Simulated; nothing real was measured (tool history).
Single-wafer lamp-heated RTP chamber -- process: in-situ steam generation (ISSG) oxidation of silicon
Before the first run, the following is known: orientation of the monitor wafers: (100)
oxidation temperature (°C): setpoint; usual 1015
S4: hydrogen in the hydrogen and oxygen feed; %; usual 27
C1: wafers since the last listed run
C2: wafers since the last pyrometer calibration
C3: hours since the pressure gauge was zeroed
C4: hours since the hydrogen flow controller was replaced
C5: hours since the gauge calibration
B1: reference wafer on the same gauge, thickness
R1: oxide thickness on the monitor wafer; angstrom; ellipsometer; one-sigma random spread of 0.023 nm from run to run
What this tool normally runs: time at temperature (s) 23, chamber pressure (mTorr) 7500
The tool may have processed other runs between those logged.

run 1 day=0 | oxidation_temperature_(°C)=1015 time_at_temperature_(s)=23 chamber_pressure_(mTorr)=8000 S4=27 | C1=0 C2=5989 C3=4435 C4=2103.6 C5=483.8 | B1=7.184 | R1=60.63
run 2 day=0.533 | oxidation_temperature_(°C)=1015 time_at_temperature_(s)=23 chamber_pressure_(mTorr)=8000 S4=27 | C1=70 C2=6059 C3=4447.8 C4=2116.4 C5=496.6 | B1=7.19 | R1=60.74
run 3 day=1.888 | oxidation_temperature_(°C)=1000 time_at_temperature_(s)=27 chamber_pressure_(mTorr)=7500 S4=27 | C1=178 C2=6237 C3=4480.3 C4=2148.9 C5=529.1 | B1=7.187 | R1=61.61
run 4 day=3.212 | oxidation_temperature_(°C)=1000 time_at_temperature_(s)=27 chamber_pressure_(mTorr)=7500 S4=27 | C1=174 C2=6412 C3=4512.1 C4=2180.7 C5=560.9 | B1=7.187 | R1=61.79
run 5 day=3.812 | oxidation_temperature_(°C)=1000 time_at_temperature_(s)=27 chamber_pressure_(mTorr)=7500 S4=27 | C1=78 C2=6491 C3=4526.5 C4=2195.1 C5=575.3 | B1=7.196 | R1=62.02
run 6 day=4.775 | oxidation_temperature_(°C)=1015 time_at_temperature_(s)=23 chamber_pressure_(mTorr)=7500 S4=27 | C1=126 C2=6617 C3=4549.6 C4=2218.2 C5=598.4 | B1=7.188 | R1=61.3
run 7 day=6.15 | oxidation_temperature_(°C)=1015 time_at_temperature_(s)=23 chamber_pressure_(mTorr)=7500 S4=27 | C1=180 C2=6798 C3=4582.6 C4=2251.2 C5=631.4 | B1=7.191 | R1=61.16
run 8 day=9.1 | oxidation_temperature_(°C)=1015 time_at_temperature_(s)=23 chamber_pressure_(mTorr)=7500 S4=27 | C1=387 C2=7186 C3=4653.4 C4=2322 C5=702.2 | B1=7.193 | R1=61.02
-- day=10.125 gauge calibrated
run 9 day=10.362 | oxidation_temperature_(°C)=1015 time_at_temperature_(s)=23 chamber_pressure_(mTorr)=7500 S4=27 | C1=166 C2=7352 C3=4683.7 C4=2352.3 C5=5.7 | B1=7.194 | R1=60.78
run 10 day=11.354 | oxidation_temperature_(°C)=1015 time_at_temperature_(s)=18 chamber_pressure_(mTorr)=7500 S4=27 | C1=130 C2=7482 C3=4707.5 C4=2376.1 C5=29.5 | B1=7.193 | R1=54.36
run 11 day=11.9 | oxidation_temperature_(°C)=1015 time_at_temperature_(s)=23 chamber_pressure_(mTorr)=7500 S4=27 | C1=71 C2=7554 C3=4720.6 C4=2389.2 C5=42.6 | B1=7.184 | R1=60.66
-- day=12.583 pyrometer window cleaned and pyrometer calibrated
-- day=12.879 hydrogen flow controller replaced
run 12 day=12.9 | oxidation_temperature_(°C)=1015 time_at_temperature_(s)=32 chamber_pressure_(mTorr)=7500 S4=18 | C1=48 C2=2 C3=4744.6 C4=0.5 C5=66.6 | B1=7.196 | R1=65.4
run 13 day=16.588 | oxidation_temperature_(°C)=1015 time_at_temperature_(s)=30 chamber_pressure_(mTorr)=7500 S4=32 | C1=484 C2=487 C3=4833.1 C4=89 C5=155.1 | B1=7.188 | R1=72.5
run 14 day=17.912 | oxidation_temperature_(°C)=1025 time_at_temperature_(s)=32 chamber_pressure_(mTorr)=7500 S4=32 | C1=174 C2=661 C3=4864.9 C4=120.8 C5=186.9 | B1=7.191 | R1=79
run 15 day=18.875 | oxidation_temperature_(°C)=1030 time_at_temperature_(s)=31 chamber_pressure_(mTorr)=6900 S4=23 | C1=126 C2=788 C3=4888 C4=143.9 C5=210 | B1=7.188 | R1=73.7
run 16 day=19.912 | oxidation_temperature_(°C)=1015 time_at_temperature_(s)=31 chamber_pressure_(mTorr)=7500 S4=27 | C1=136 C2=924 C3=4912.9 C4=168.8 C5=234.9 | B1=7.187 | R1=70.54
-- day=20.308 pressure gauge zeroed
run 17 day=21.142 | oxidation_temperature_(°C)=1004 time_at_temperature_(s)=23 chamber_pressure_(mTorr)=7500 S4=31 | C1=117 C2=1042 C3=20 C4=198.3 C5=264.4 | B1=7.188 | R1=59.85
run 18 day=22.388 | oxidation_temperature_(°C)=1015 time_at_temperature_(s)=26 chamber_pressure_(mTorr)=7500 S4=27 | C1=163 C2=1206 C3=49.9 C4=228.2 C5=294.3 | B1=7.192 | R1=65.32
run 19 day=23.746 | oxidation_temperature_(°C)=1015 time_at_temperature_(s)=23 chamber_pressure_(mTorr)=7500 S4=27 | C1=178 C2=1385 C3=82.5 C4=260.8 C5=326.9 | B1=7.194 | R1=60.97
run 20 day=24.858 | oxidation_temperature_(°C)=1000 time_at_temperature_(s)=23 chamber_pressure_(mTorr)=7500 S4=27 | C1=146 C2=1531 C3=109.2 C4=287.5 C5=353.6 | B1=7.189 | R1=56.76
run 21 day=25.692 | oxidation_temperature_(°C)=1015 time_at_temperature_(s)=27 chamber_pressure_(mTorr)=8900 S4=27 | C1=109 C2=1640 C3=129.2 C4=307.5 C5=373.6 | B1=7.187 | R1=64.97

Here are 4 independent what-if runs from the current tool condition. What would each one return?
run A day=25.708 | oxidation_temperature_(°C)=1015 time_at_temperature_(s)=23 chamber_pressure_(mTorr)=7500 S4=27 | C1=2 C2=1643 C3=129.6 C4=307.9 C5=374 | B1=? | R1=?
run B day=25.708 | oxidation_temperature_(°C)=1027 time_at_temperature_(s)=26 chamber_pressure_(mTorr)=7000 S4=32 | C1=2 C2=1643 C3=129.6 C4=307.9 C5=374 | B1=? | R1=?
run C day=25.708 | oxidation_temperature_(°C)=1015 time_at_temperature_(s)=23 chamber_pressure_(mTorr)=7500 S4=31 | C1=2 C2=1643 C3=129.6 C4=307.9 C5=374 | B1=? | R1=?
run D day=25.708 | oxidation_temperature_(°C)=997 time_at_temperature_(s)=31 chamber_pressure_(mTorr)=8800 S4=32 | C1=2 C2=1643 C3=129.6 C4=307.9 C5=374 | B1=? | R1=?

run=A B1=7.186 R1=60.9
run=B B1=7.186 R1=71.75
run=C B1=7.186 R1=63.18
run=D B1=7.186 R1=66.92
With the hidden condition removed and each run's random variation left untouched, the same runs would have given:
run=A R1=60.9
run=B R1=71.75
run=C R1=63.18
run=D R1=66.92
